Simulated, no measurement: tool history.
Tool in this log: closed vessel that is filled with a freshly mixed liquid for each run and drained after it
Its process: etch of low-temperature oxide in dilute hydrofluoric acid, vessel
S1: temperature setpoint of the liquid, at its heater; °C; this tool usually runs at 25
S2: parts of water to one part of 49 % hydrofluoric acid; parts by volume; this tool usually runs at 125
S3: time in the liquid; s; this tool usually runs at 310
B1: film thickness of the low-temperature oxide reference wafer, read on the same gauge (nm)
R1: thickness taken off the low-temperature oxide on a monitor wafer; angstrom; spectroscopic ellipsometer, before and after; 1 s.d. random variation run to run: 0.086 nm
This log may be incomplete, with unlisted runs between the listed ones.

run,hour,S1,S2,S3,B1,R1
1,0,25,125,310,109.94,318.7
2,8.2,25,125,310,110.01,318.2
3,19.9,25,125,310,110.01,320
4,33.8,25,125,310,110.03,319.6
5,50.4,25,125,310,110.02,321.1
6,63.1,25,125,310,110,318.9
7,76.7,25,125,310,109.98,322
8,83,25,125,310,109.96,321.1
# hour 88.2: hydrofluoric acid flow meter replaced
# hour 96.5: thermometer replaced
9,136,25,170,310,110,192.3
10,145.9,25,125,310,110.05,273.9
# hour 147.4: gauge calibrated
11,154.6,25,175,310,110.04,185.2
12,160.7,28,145,400,110.01,334.4
13,177.2,25,125,310,109.99,276
14,218.2,22,125,310,110.01,245.3
15,229.1,21.5,90,480,110,537.8
16,239.9,22,95,310,110.02,334.7
17,257,25,180,310,109.99,180
18,264.5,29,75,310,109.99,575.1
19,274.4,25,125,310,110.03,277.1

What if the next run were any one of these 5? Each begins from the tool's condition after run 19:
A,275.1,25,85,310,?,?
B,275.1,29,85,485,?,?
C,275.1,28,105,130,?,?
D,275.1,25,90,385,?,?
E,275.1,27.5,110,255,?,?

run,B1,R1
A,110,428.7
B,110,784.1
C,110,159.4
D,110,499.7
E,110,291
With the hidden condition removed and each run's random variation left untouched, the same runs would have given:
run,R1
A,416.6
B,761.9
C,154.8
D,485.5
E,282.5
